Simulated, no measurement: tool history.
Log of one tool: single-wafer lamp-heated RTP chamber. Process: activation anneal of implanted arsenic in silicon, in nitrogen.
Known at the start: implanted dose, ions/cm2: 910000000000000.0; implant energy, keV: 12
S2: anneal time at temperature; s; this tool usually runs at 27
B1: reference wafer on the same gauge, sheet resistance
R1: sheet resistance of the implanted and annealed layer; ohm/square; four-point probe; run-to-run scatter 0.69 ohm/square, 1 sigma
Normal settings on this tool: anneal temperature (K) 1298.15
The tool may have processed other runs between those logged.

{"run": 1, "hour": 0.0, "anneal temperature (K)": 1298.15, "S2": 18, "B1": 126.94, "R1": 129.37}
{"run": 2, "hour": 67.5, "anneal temperature (K)": 1283.15, "S2": 27, "B1": 126.84, "R1": 127.77}
{"run": 3, "hour": 115.0, "anneal temperature (K)": 1283.15, "S2": 27, "B1": 126.88, "R1": 128.19}
{"run": 4, "hour": 224.6, "anneal temperature (K)": 1298.15, "S2": 17, "B1": 127.07, "R1": 130.65}
{"run": 5, "hour": 289.2, "anneal temperature (K)": 1298.15, "S2": 17, "B1": 126.91, "R1": 130.76}
{"run": 6, "hour": 348.7, "anneal temperature (K)": 1298.15, "S2": 17, "B1": 127.32, "R1": 129.13}
{"run": 7, "hour": 381.9, "anneal temperature (K)": 1322.15, "S2": 27, "B1": 127.22, "R1": 116.41}
{"run": 8, "hour": 419.3, "anneal temperature (K)": 1322.15, "S2": 27, "B1": 126.86, "R1": 116.05}
{"run": 9, "hour": 488.2, "anneal temperature (K)": 1298.15, "S2": 27, "B1": 126.84, "R1": 121.9}
{"run": 10, "hour": 519.7, "anneal temperature (K)": 1298.15, "S2": 35, "B1": 127.27, "R1": 117.51}
{"run": 11, "hour": 579.5, "anneal temperature (K)": 1298.15, "S2": 35, "B1": 127.09, "R1": 118.53}
{"run": 12, "hour": 619.4, "anneal temperature (K)": 1298.15, "S2": 27, "B1": 126.98, "R1": 120.62}
{"run": 13, "hour": 682.3, "anneal temperature (K)": 1298.15, "S2": 27, "B1": 126.75, "R1": 123.41}
{"run": 14, "hour": 743.8, "anneal temperature (K)": 1320.15, "S2": 27, "B1": 126.92, "R1": 115.74}
{"run": 15, "hour": 793.3, "anneal temperature (K)": 1320.15, "S2": 27, "B1": 126.92, "R1": 115.56}
{"run": 16, "hour": 862.4, "anneal temperature (K)": 1320.15, "S2": 27, "B1": 127.01, "R1": 114.83}
{"run": 17, "hour": 919.7, "anneal temperature (K)": 1298.15, "S2": 27, "B1": 127.3, "R1": 122.64}
{"run": 18, "hour": 950.4, "anneal temperature (K)": 1317.15, "S2": 14, "B1": 127.01, "R1": 125.72}
{"run": 19, "hour": 1007.8, "anneal temperature (K)": 1276.15, "S2": 41, "B1": 126.94, "R1": 124.8}
{"run": 20, "hour": 1060.8, "anneal temperature (K)": 1272.15, "S2": 17, "B1": 127.28, "R1": 142.15}
{"run": 21, "hour": 1096.6, "anneal temperature (K)": 1313.15, "S2": 20, "B1": 126.96, "R1": 121.22}
{"run": 22, "hour": 1150.1, "anneal temperature (K)": 1286.15, "S2": 27, "B1": 127.24, "R1": 126.85}
{"run": 23, "hour": 1203.3, "anneal temperature (K)": 1275.15, "S2": 15, "B1": 127.18, "R1": 142.71}
{"run": 24, "hour": 1257.4, "anneal temperature (K)": 1307.15, "S2": 41, "B1": 126.86, "R1": 112.94}
{"run": 25, "hour": 1286.0, "anneal temperature (K)": 1298.15, "S2": 27, "B1": 126.78, "R1": 121.89}
{"run": 26, "hour": 1332.4, "anneal temperature (K)": 1310.15, "S2": 27, "B1": 126.89, "R1": 117.35}
{"run": 27, "hour": 1372.1, "anneal temperature (K)": 1298.15, "S2": 37, "B1": 126.77, "R1": 117.47}
{"run": 28, "hour": 1426.8, "anneal temperature (K)": 1298.15, "S2": 36, "B1": 127.07, "R1": 117.34}
{"run": 29, "hour": 1479.5, "anneal temperature (K)": 1298.15, "S2": 32, "B1": 126.78, "R1": 120.11}
{"run": 30, "hour": 1531.4, "anneal temperature (K)": 1298.15, "S2": 27, "B1": 127.04, "R1": 122.5}
{"run": 31, "hour": 1560.0, "anneal temperature (K)": 1298.15, "S2": 27, "B1": 126.72, "R1": 122.86}
{"run": 32, "hour": 1586.3, "anneal temperature (K)": 1298.15, "S2": 27, "B1": 126.77, "R1": 122.81}
{"run": 33, "hour": 1631.9, "anneal temperature (K)": 1317.15, "S2": 32, "B1": 127.12, "R1": 114.81}
{"run": 34, "hour": 1669.9, "anneal temperature (K)": 1323.15, "S2": 22, "B1": 126.95, "R1": 117.31}

Withheld: 8 entries from between the runs. Position of each, and hidden state at the listed run before versus the listed run after:
In the gap between runs 1 and 2: reflector plate cleaned (hour 37)
  the hidden state is the same at both runs
In the gap between runs 5 and 6: pyrometer window cleaned and pyrometer calibrated (hour 348.2)
  the hidden state is the same at both runs
In the gap between runs 13 and 14: pyrometer window cleaned and pyrometer calibrated (hour 732.1)
  the hidden state is the same at both runs
In the gap between runs 14 and 15: reflector plate cleaned (hour 765.8)
  the hidden state is the same at both runs
In the gap between runs 16 and 17: gauge calibrated (hour 918.9)
  the hidden state is the same at both runs
In the gap between runs 22 and 23: pyrometer window cleaned and pyrometer calibrated (hour 1202.8)
  the hidden state is the same at both runs
In the gap between runs 29 and 30: reflector plate cleaned (hour 1490.7)
  the hidden state is the same at both runs
In the gap between runs 33 and 34: pyrometer window cleaned and pyrometer calibrated (hour 1668.8)
  the hidden state is the same at both runs

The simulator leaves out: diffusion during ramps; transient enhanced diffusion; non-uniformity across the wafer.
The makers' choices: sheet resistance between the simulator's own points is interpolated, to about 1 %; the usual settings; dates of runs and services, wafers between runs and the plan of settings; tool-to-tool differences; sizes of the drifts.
